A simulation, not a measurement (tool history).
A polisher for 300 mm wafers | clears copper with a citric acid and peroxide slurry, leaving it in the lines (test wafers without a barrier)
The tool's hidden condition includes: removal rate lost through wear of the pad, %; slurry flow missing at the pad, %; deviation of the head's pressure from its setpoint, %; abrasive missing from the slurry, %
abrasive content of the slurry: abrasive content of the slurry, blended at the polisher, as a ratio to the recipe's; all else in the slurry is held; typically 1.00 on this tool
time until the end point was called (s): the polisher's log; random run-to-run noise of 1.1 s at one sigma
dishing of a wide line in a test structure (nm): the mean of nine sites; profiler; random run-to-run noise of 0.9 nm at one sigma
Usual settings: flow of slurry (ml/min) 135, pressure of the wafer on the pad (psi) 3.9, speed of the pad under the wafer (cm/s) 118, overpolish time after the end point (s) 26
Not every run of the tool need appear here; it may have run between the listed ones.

| run | hour | flow of slurry (ml/min) | pressure of the wafer on the pad (psi) | speed of the pad under the wafer (cm/s) | abrasive content of the slurry | overpolish time after the end point (s) | wafers since the last listed run | wafers polished on this pad | hours since the slurry nozzle was cleaned | hours since the head pressure was calibrated | hours since the slurry blender was calibrated | incoming thickness of the incoming film, nm | time until the end point was called (s) | dishing of a wide line in a test structure (nm) |
|---|---|---|---|---|---|---|---|---|---|---|---|---|---|---|
| 1 | 0.0 | 135 | 3.9 | 118 | 1.00 | 26 | 0 | 41 | 378.3 | 186.5 | 166.4 | 374.7 | 105.8 | 65.9 |
| 2 | 21.2 | 135 | 3.9 | 118 | 1.00 | 26 | 177 | 219 | 399.5 | 207.7 | 187.6 | 371.8 | 105.3 | 64.2 |
| 3 | 36.0 | 135 | 3.9 | 118 | 1.00 | 26 | 123 | 343 | 414.3 | 222.5 | 202.4 | 375.1 | 106.2 | 65.9 |
|  | 46.9 | slurry blender recalibrated |
| 4 | 71.5 | 135 | 3.9 | 118 | 1.00 | 26 | 280 | 623 | 449.8 | 258.0 | 24.6 | 373.5 | 104.6 | 65.7 |
| 5 | 86.9 | 135 | 3.9 | 118 | 1.00 | 26 | 128 | 752 | 465.2 | 273.4 | 40.0 | 375.5 | 108.6 | 64.4 |
|  | 165.4 | worn pad replaced by a new one |
| 6 | 188.8 | 135 | 3.9 | 118 | 1.00 | 26 | 819 | 195 | 567.1 | 375.3 | 141.9 | 367.2 | 103.7 | 65.8 |
| 7 | 204.5 | 135 | 3.9 | 118 | 1.00 | 26 | 131 | 327 | 582.8 | 391.0 | 157.6 | 379.5 | 105.6 | 66.7 |
|  | 216.2 | slurry blender recalibrated |
| 8 | 234.2 | 135 | 3.9 | 118 | 1.00 | 26 | 231 | 559 | 612.5 | 420.7 | 18.0 | 378.5 | 107.9 | 65.4 |
| 9 | 256.3 | 135 | 2.6 | 132 | 1.30 | 37 | 185 | 744 | 634.6 | 442.8 | 40.1 | 374.2 | 136.7 | 67.8 |
| 10 | 292.2 | 135 | 4.5 | 130 | 1.00 | 26 | 300 | 1044 | 670.5 | 478.7 | 76.0 | 376.3 | 86.6 | 76.7 |
| 11 | 312.2 | 160 | 3.9 | 118 | 1.15 | 26 | 167 | 1212 | 690.5 | 498.7 | 96.0 | 382.0 | 108.7 | 65.7 |
|  | 315.8 | head pressure recalibrated |
| 12 | 340.4 | 135 | 3.9 | 118 | 1.00 | 26 | 219 | 1431 | 718.7 | 24.6 | 124.2 | 367.7 | 110.1 | 61.0 |
|  | 347.7 | worn pad replaced by a new one |
|  | 366.4 | slurry nozzle cleaned |
| 13 | 366.9 | 135 | 3.9 | 104 | 0.70 | 26 | 179 | 152 | 0.5 | 51.1 | 150.7 | 367.4 | 124.3 | 56.3 |
| 14 | 381.7 | 100 | 4.4 | 118 | 1.00 | 18 | 123 | 276 | 15.3 | 65.9 | 165.5 | 369.4 | 96.8 | 52.4 |
| 15 | 411.6 | 135 | 3.9 | 118 | 1.00 | 26 | 250 | 526 | 45.2 | 95.8 | 195.4 | 375.0 | 105.9 | 64.8 |
|  | 428.9 | slurry blender recalibrated |
| 16 | 436.2 | 135 | 3.9 | 118 | 1.00 | 26 | 189 | 716 | 69.8 | 120.4 | 7.3 | 375.4 | 105.6 | 64.8 |
| 17 | 470.4 | 100 | 2.9 | 154 | 1.00 | 26 | 286 | 1002 | 104.0 | 154.6 | 41.5 | 381.9 | 119.3 | 59.2 |
| 18 | 495.5 | 100 | 3.9 | 118 | 1.00 | 26 | 210 | 1212 | 129.1 | 179.7 | 66.6 | 372.3 | 112.8 | 61.3 |
| 19 | 513.0 | 135 | 3.9 | 118 | 1.00 | 26 | 146 | 1359 | 146.6 | 197.2 | 84.1 | 375.8 | 113.0 | 63.2 |
|  | 520.0 | worn pad replaced by a new one |
| 20 | 543.4 | 135 | 3.9 | 118 | 1.00 | 26 | 221 | 196 | 177.0 | 227.6 | 114.5 | 371.5 | 105.6 | 66.5 |
| 21 | 556.7 | 135 | 3.9 | 118 | 1.00 | 26 | 111 | 307 | 190.3 | 240.9 | 127.8 | 380.6 | 107.2 | 65.1 |
| 22 | 582.7 | 135 | 3.9 | 118 | 0.70 | 26 | 217 | 525 | 216.3 | 266.9 | 153.8 | 371.9 | 111.2 | 63.2 |
| 23 | 608.2 | 135 | 2.7 | 118 | 0.85 | 26 | 213 | 738 | 241.8 | 292.4 | 179.3 | 371.2 | 160.9 | 45.8 |
|  | 623.1 | slurry blender recalibrated |
| 24 | 642.7 | 135 | 3.9 | 118 | 0.75 | 16 | 272 | 1010 | 276.3 | 326.9 | 19.6 | 377.2 | 118.6 | 39.9 |
| 25 | 655.0 | 145 | 4.7 | 132 | 1.00 | 33 | 102 | 1113 | 288.6 | 339.2 | 31.9 | 372.3 | 81.2 | 100.8 |
| 26 | 667.2 | 135 | 3.9 | 118 | 1.15 | 26 | 102 | 1215 | 300.8 | 351.4 | 44.1 | 377.2 | 108.5 | 63.2 |
| 27 | 685.2 | 135 | 3.9 | 92 | 0.75 | 26 | 150 | 1366 | 318.8 | 369.4 | 62.1 | 370.5 | 148.6 | 47.5 |

Predict each of these 5 candidate next runs independently; none follows another, all start after run 27:
| A | 685.7 | 135 | 3.9 | 130 | 1.00 | 26 | 4 | 1370 | 319.3 | 369.9 | 62.6 | 369.5 | ? | ? |
| B | 685.7 | 160 | 4.8 | 140 | 0.75 | 26 | 4 | 1370 | 319.3 | 369.9 | 62.6 | 369.5 | ? | ? |
| C | 685.7 | 115 | 3.9 | 150 | 0.80 | 15 | 4 | 1370 | 319.3 | 369.9 | 62.6 | 369.5 | ? | ? |
| D | 685.7 | 160 | 5.1 | 82 | 0.90 | 26 | 4 | 1370 | 319.3 | 369.9 | 62.6 | 369.5 | ? | ? |
| E | 685.7 | 165 | 2.9 | 118 | 1.15 | 32 | 4 | 1370 | 319.3 | 369.9 | 62.6 | 369.5 | ? | ? |

| run | time until the end point was called (s) | dishing of a wide line in a test structure (nm) |
|---|---|---|
| A | 100.9 | 65.2 |
| B | 78.7 | 80.9 |
| C | 92.7 | 43.7 |
| D | 121.9 | 56.4 |
| E | 141.5 | 57.4 |
What these runs would have given with no unlogged condition in the tool:
| run | time until the end point was called (s) | dishing of a wide line in a test structure (nm) |
|---|---|---|
| A | 94.4 | 68.9 |
| B | 73.6 | 85.3 |
| C | 86.7 | 46.3 |
| D | 114.0 | 59.7 |
| E | 132.4 | 60.6 |

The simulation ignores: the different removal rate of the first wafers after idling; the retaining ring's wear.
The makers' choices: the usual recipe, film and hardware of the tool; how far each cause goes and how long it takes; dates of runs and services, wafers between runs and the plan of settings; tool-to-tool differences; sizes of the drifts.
